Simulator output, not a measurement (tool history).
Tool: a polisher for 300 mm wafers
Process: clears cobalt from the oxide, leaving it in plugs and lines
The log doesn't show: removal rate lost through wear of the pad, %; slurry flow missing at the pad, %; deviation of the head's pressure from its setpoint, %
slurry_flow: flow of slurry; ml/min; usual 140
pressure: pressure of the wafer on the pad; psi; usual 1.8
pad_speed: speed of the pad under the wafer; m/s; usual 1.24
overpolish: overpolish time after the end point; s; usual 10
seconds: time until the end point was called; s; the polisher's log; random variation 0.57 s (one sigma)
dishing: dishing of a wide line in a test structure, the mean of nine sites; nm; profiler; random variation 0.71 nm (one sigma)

run	day	slurry_flow	pressure	pad_speed	overpolish	wafers since the last listed run	wafers polished on this pad	hours since the slurry nozzle was cleaned	hours since the head pressure was calibrated	incoming thickness of the incoming film, nm	seconds	dishing
1	0.000	140	1.8	1.24	10	0	112	255.0	380.3	325.8	65.7	34.1
2	0.633	140	2.2	1.24	10	79	191	270.2	395.5	324.5	55.3	36.1
3	1.558	140	2.2	1.24	10	115	307	292.4	417.7	334.6	58.1	36.1
4	2.842	140	2.2	1.24	10	160	468	323.2	448.5	331.7	57.2	35.4
5	4.012	140	1.8	1.02	8	146	614	351.3	476.6	330.1	81.2	25.0
6	4.842	140	1.8	1.38	14	103	718	371.2	496.5	329.4	61.3	41.4
7	5.671	140	1.8	1.38	14	103	821	391.1	516.4	325.6	59.6	41.9
8	6.975	140	1.8	1.38	14	163	984	422.4	547.7	326.6	59.8	42.3
9	8.267	140	1.8	1.24	10	161	1146	453.4	578.7	331.9	69.4	31.8
10	9.504	140	1.8	1.24	10	154	1301	483.1	608.4	329.8	67.7	32.0
# day 10.712: worn pad replaced by a new one
11	11.004	140	1.8	1.24	10	166	36	519.1	644.4	330.9	68.7	32.1
# day 11.296: slurry nozzle cleaned
12	12.038	140	1.8	1.40	10	123	160	17.8	669.2	335.2	61.1	35.3
13	13.450	190	1.8	1.48	10	176	337	51.7	703.1	329.8	55.0	36.4
# day 14.412: head pressure recalibrated
14	14.688	140	1.8	1.24	10	144	481	81.4	6.6	325.4	62.1	34.1
15	16.117	140	1.8	0.90	14	178	660	115.7	40.9	333.0	89.5	35.6
16	16.933	140	1.8	0.94	15	102	762	135.3	60.5	333.1	83.6	36.8
17	18.425	110	1.3	1.66	10	186	948	171.1	96.3	327.5	63.9	33.1
# day 19.738: worn pad replaced by a new one
18	21.458	115	2.1	1.66	10	358	215	243.9	169.1	323.2	43.4	40.7

Forecast each of these 4 alternatives for the next run:
A	21.475	140	1.8	1.24	10	2	217	244.3	169.5	331.2	?	?
B	21.475	140	1.8	1.56	16	2	217	244.3	169.5	331.2	?	?
C	21.475	140	1.8	1.64	8	2	217	244.3	169.5	331.2	?	?
D	21.475	105	1.8	1.46	10	2	217	244.3	169.5	331.2	?	?

run	seconds	dishing
A	65.3	33.6
B	51.9	46.5
C	49.3	34.7
D	58.4	35.8
Without the tool's hidden state the same runs would have given:
run	seconds	dishing
A	61.5	34.8
B	48.9	47.3
C	46.5	35.9
D	55.0	37.0

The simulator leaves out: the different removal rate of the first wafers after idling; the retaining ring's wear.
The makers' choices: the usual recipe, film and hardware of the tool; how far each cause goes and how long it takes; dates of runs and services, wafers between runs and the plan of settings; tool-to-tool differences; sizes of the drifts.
